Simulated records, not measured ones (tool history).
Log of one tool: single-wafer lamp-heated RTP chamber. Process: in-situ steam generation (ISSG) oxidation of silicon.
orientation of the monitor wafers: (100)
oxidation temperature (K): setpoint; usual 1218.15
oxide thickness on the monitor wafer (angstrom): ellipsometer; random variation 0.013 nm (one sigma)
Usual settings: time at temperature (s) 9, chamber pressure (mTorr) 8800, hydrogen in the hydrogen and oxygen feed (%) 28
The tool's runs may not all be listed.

run    hour  oxidation temperature (K)  time at temperature (s)  chamber pressure (mTorr)  hydrogen in the hydrogen and oxygen feed (%)  wafers since the last listed run  wafers since the last pyrometer calibration  hours since the pressure gauge was zeroed  hours since the hydrogen flow controller was replaced  hours since the gauge calibration  read-back reference wafer on the same gauge, thickness  oxide thickness on the monitor wafer (angstrom)
  1       0                    1218.15                        9                      8800                                            28                                 0                                         4269                                     2283.2                                                 1085.7                              621.9                                                   4.037                                            39.91
  2    40.7                    1218.15                        9                      8800                                            28                               401                                         4671                                     2323.9                                                 1126.4                              662.6                                                   4.039                                            39.86
  3    93.6                    1218.15                        9                      8800                                            28                               522                                         5193                                     2376.8                                                 1179.3                              715.5                                                   4.047                                            40.21
        156  -- pyrometer window cleaned and pyrometer calibrated
  4   185.8                    1218.15                        9                      8800                                            28                               830                                          294                                       2469                                                 1271.5                              807.7                                                    4.04                                            39.16
  5     237                    1229.15                        9                      8800                                            28                               505                                          799                                     2520.2                                                 1322.7                              858.9                                                   4.043                                            40.01
  6   352.3                    1229.15                        9                      8800                                            28                              1137                                         1937                                     2635.5                                                   1438                              974.2                                                   4.042                                            40.33
  7   412.9                    1218.15                        9                      7700                                            28                               598                                         2535                                     2696.1                                                 1498.6                             1034.8                                                    4.04                                            39.99
      429.8  -- pressure gauge zeroed
  8   471.9                    1218.15                        9                      9300                                            21                               503                                         3038                                       42.1                                                 1557.6                             1093.8                                                   4.042                                            36.24
  9   523.5                    1218.15                        9                      9300                                            21                               509                                         3548                                       93.7                                                 1609.2                             1145.4                                                   4.039                                            36.49
      647.9  -- pyrometer window cleaned and pyrometer calibrated
 10   831.6                    1218.15                        9                      8800                                            28                              2961                                         1812                                      401.8                                                 1917.3                             1453.5                                                   4.033                                            39.13
 11   930.5                    1218.15                        9                      8800                                            28                               975                                         2788                                      500.7                                                 2016.2                             1552.4                                                    4.04                                            39.41
      989.4  -- hydrogen flow controller replaced
 12   990.3                    1237.15                        8                      7700                                            31                               511                                         3299                                      560.5                                                    0.9                             1612.2                                                   4.039                                            41.24
     1006.5  -- gauge calibrated
 13  1077.6                    1204.15                        9                      8800                                            25                               861                                         4161                                      647.8                                                   88.2                               71.1                                                   4.045                                            37.46
 14  1145.1                    1218.15                        9                      7800                                            28                               666                                         4827                                      715.3                                                  155.7                              138.6                                                   4.044                                            40.31
     1156.8  -- pyrometer window cleaned and pyrometer calibrated
 15  1196.8                    1218.15                       13                      8300                                            32                               431                                          394                                        767                                                  207.4                              190.3                                                   4.043                                            46.53
 16  1299.4                    1218.15                        9                      8800                                            28                              1012                                         1406                                      869.6                                                    310                              292.9                                                   4.042                                            39.28
 17  1369.5                    1218.15                        7                      9300                                            28                               691                                         2098                                      939.7                                                  380.1                                363                                                   4.041                                            35.61
 18  1431.9                    1200.15                       12                      8300                                            32                               615                                         2714                                     1002.1                                                  442.5                              425.4                                                   4.035                                            43.52

3 ways to go on from here, each from the tool as it stands after run 18. What would each give?
  A  1432.3                    1218.15                       12                      8800                                            28                                 3                                         2718                                     1002.5                                                  442.9                              425.8                                                       ?                                                ?
  B  1432.3                    1218.15                        6                      7800                                            23                                 3                                         2718                                     1002.5                                                  442.9                              425.8                                                       ?                                                ?
  C  1432.3                    1238.15                        8                      8300                                            32                                 3                                         2718                                     1002.5                                                  442.9                              425.8                                                       ?                                                ?

run  read-back reference wafer on the same gauge, thickness  oxide thickness on the monitor wafer (angstrom)
  A                                                   4.039                                            43.32
  B                                                   4.039                                            32.53
  C                                                   4.039                                             41.1
Without the tool's hidden state the same runs would have given:
run  oxide thickness on the monitor wafer (angstrom)
  A                                               43
  B                                            32.36
  C                                            40.81
